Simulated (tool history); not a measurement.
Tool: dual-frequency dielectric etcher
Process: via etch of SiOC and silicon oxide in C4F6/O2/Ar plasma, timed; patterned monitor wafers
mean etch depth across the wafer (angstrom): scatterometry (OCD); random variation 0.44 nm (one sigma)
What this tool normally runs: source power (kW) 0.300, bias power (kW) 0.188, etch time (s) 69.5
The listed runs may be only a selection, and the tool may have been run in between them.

run   hour  source power (kW)  bias power (kW)  etch time (s)  read-back reference wafer on the same gauge, depth_nm  mean etch depth across the wafer (angstrom)
  1    0.0              0.250            0.173           69.5                                                   66.6                                          599
  2    9.5              0.250            0.173           69.5                                                   66.5                                          594
  3   26.9              0.300            0.188           65.0                                                   66.5                                          619
  4   34.7              0.300            0.166           69.5                                                   66.5                                          646
  5   44.9              0.300            0.166           69.5                                                   66.4                                          643
  6   57.9              0.300            0.166           69.5                                                   66.5                                          648
  7   71.7              0.300            0.210           69.5                                                   66.5                                          698
  8   88.5              0.300            0.210           69.5                                                   66.5                                          701
  9  105.0              0.300            0.210           69.5                                                   66.5                                          697
     142.2  -- upper electrode replaced, of another model than before
 10  142.7              0.330            0.188           69.5                                                   66.6                                          713
 11  143.1              0.300            0.188           69.5                                                   66.5                                          679
 12  147.3              0.300            0.188           69.5                                                   66.5                                          677
     151.7  -- bias power generator calibrated
 13  160.6              0.300            0.188           69.5                                                   66.6                                          684
 14  168.0              0.300            0.188           69.5                                                   66.5                                          687
 15  185.1              0.370            0.223           90.0                                                   66.5                                         1059
 16  203.6              0.300            0.188           69.5                                                   66.6                                          679

The next listed run, before its measurement:
 17  217.7              0.380            0.188           69.5                                                      ?                                            ?

{"run 17": {"read-back reference wafer on the same gauge, depth_nm": 66.6, "mean etch depth across the wafer (angstrom)": 780}}
On a tool with no hidden condition, and with the same random variation, this run would have come out at mean etch depth across the wafer (angstrom) 755.

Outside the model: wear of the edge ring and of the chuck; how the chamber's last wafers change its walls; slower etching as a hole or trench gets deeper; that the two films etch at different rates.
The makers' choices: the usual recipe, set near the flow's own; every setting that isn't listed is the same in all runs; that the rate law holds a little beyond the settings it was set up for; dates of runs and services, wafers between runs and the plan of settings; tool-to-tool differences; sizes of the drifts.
